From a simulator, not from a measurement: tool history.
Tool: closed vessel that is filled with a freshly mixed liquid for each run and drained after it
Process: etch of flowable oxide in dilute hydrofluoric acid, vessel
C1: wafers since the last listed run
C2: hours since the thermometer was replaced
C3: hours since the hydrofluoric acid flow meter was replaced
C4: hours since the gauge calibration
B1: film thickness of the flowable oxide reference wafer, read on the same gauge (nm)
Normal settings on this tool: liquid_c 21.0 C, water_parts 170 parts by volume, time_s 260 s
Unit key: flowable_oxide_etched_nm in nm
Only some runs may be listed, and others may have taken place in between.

Run 1, day 0.000: usual settings; C1 0; C2 104.4; C3 1433.7; C4 298.5; B1 29.96. Result: flowable_oxide_etched_nm 52.16 nm.
Run 2, day 1.700: usual settings; C1 3900; C2 145.2; C3 1474.5; C4 339.3; B1 29.99. Result: flowable_oxide_etched_nm 52.30 nm.
Run 3, day 3.533: usual settings; C1 4206; C2 189.2; C3 1518.5; C4 383.3; B1 29.93. Result: flowable_oxide_etched_nm 52.44 nm.
Run 4, day 5.775: usual settings; C1 5143; C2 243.0; C3 1572.3; C4 437.1; B1 29.97. Result: flowable_oxide_etched_nm 52.22 nm.
Run 5, day 7.600: usual settings; C1 4187; C2 286.8; C3 1616.1; C4 480.9; B1 30.02. Result: flowable_oxide_etched_nm 52.26 nm.
Run 6, day 9.412: usual settings; C1 4158; C2 330.3; C3 1659.6; C4 524.4; B1 30.06. Result: flowable_oxide_etched_nm 52.59 nm.
Run 7, day 12.367: usual settings; C1 6778; C2 401.2; C3 1730.5; C4 595.3; B1 30.00. Result: flowable_oxide_etched_nm 52.28 nm.
Run 8, day 13.850: usual settings; C1 3403; C2 436.8; C3 1766.1; C4 630.9; B1 29.97. Result: flowable_oxide_etched_nm 52.33 nm.
Run 9, day 16.604: usual settings; C1 6319; C2 502.9; C3 1832.2; C4 697.0; B1 30.01. Result: flowable_oxide_etched_nm 52.49 nm.
Run 10, day 17.612: usual settings; C1 2313; C2 527.1; C3 1856.4; C4 721.2; B1 29.99. Result: flowable_oxide_etched_nm 52.19 nm.
Run 11, day 20.350: usual settings but liquid_c 19.5 C, time_s 305 s; C1 6280; C2 592.8; C3 1922.1; C4 786.9; B1 29.99. Result: flowable_oxide_etched_nm 57.92 nm.
Run 12, day 21.446: usual settings but water_parts 95 parts by volume, time_s 345 s; C1 2514; C2 619.1; C3 1948.4; C4 813.2; B1 30.00. Result: flowable_oxide_etched_nm 134.72 nm.
Run 13, day 22.954: usual settings but liquid_c 18.5 C, water_parts 135 parts by volume, time_s 390 s; C1 3460; C2 655.3; C3 1984.6; C4 849.4; B1 29.98. Result: flowable_oxide_etched_nm 92.17 nm.
Run 14, day 25.679: usual settings but liquid_c 26.0 C, time_s 365 s; C1 6252; C2 720.7; C3 2050.0; C4 914.8; B1 29.99. Result: flowable_oxide_etched_nm 88.87 nm.
At day 27.025: gauge calibrated.
At day 27.554: hydrofluoric acid flow meter replaced.
Run 15, day 27.692: usual settings but liquid_c 22.5 C; C1 4521; C2 769.0; C3 3.3; C4 16.0; B1 29.99. Result: flowable_oxide_etched_nm 55.51 nm.
Run 16, day 29.838: usual settings but liquid_c 18.5 C, water_parts 250 parts by volume; C1 4923; C2 820.5; C3 54.8; C4 67.5; B1 29.95. Result: flowable_oxide_etched_nm 29.77 nm.
Run 17, day 32.462: usual settings but liquid_c 18.5 C, water_parts 115 parts by volume, time_s 340 s; C1 6022; C2 883.5; C3 117.8; C4 130.5; B1 29.96. Result: flowable_oxide_etched_nm 97.22 nm.
Run 18, day 33.462: usual settings; C1 2294; C2 907.5; C3 141.8; C4 154.5; B1 29.98. Result: flowable_oxide_etched_nm 51.98 nm.
At day 34.204: thermometer replaced.
Run 19, day 36.242: usual settings but liquid_c 19.5 C, water_parts 205 parts by volume, time_s 165 s; C1 6280; C2 48.9; C3 208.5; C4 221.2; B1 30.03. Result: flowable_oxide_etched_nm 25.15 nm.
Run 20, day 38.688: usual settings; C1 5611; C2 107.6; C3 267.2; C4 279.9; B1 29.99. Result: flowable_oxide_etched_nm 52.22 nm.
Run 21, day 41.246: usual settings; C1 5869; C2 169.0; C3 328.6; C4 341.3; B1 29.99. Result: flowable_oxide_etched_nm 52.39 nm.
Run 22, day 43.138: usual settings; C1 4340; C2 214.4; C3 374.0; C4 386.7; B1 30.04. Result: flowable_oxide_etched_nm 52.18 nm.

Branching from run 22: 5 alternative next runs. What would each branch give?
Run A, day 43.167: usual settings; C1 66; C2 215.1; C3 374.7; C4 387.4; B1 ?. Result: flowable_oxide_etched_nm ?.
Run B, day 43.167: usual settings but liquid_c 24.5 C, water_parts 135 parts by volume, time_s 110 s; C1 66; C2 215.1; C3 374.7; C4 387.4; B1 ?. Result: flowable_oxide_etched_nm ?.
Run C, day 43.167: usual settings but time_s 375 s; C1 66; C2 215.1; C3 374.7; C4 387.4; B1 ?. Result: flowable_oxide_etched_nm ?.
Run D, day 43.167: usual settings but liquid_c 25.5 C, time_s 400 s; C1 66; C2 215.1; C3 374.7; C4 387.4; B1 ?. Result: flowable_oxide_etched_nm ?.
Run E, day 43.167: usual settings but liquid_c 22.5 C, time_s 135 s; C1 66; C2 215.1; C3 374.7; C4 387.4; B1 ?. Result: flowable_oxide_etched_nm ?.

run     B1  flowable_oxide_etched_nm
  A  29.99                     52.32
  B  29.99                     33.17
  C  29.99                     75.46
  D  29.99                     95.51
  E  29.99                     28.79
Without the tool's hidden state the same runs would have given:
run  flowable_oxide_etched_nm
  A                     52.32
  B                     33.17
  C                     75.46
  D                     95.51
  E                     28.79
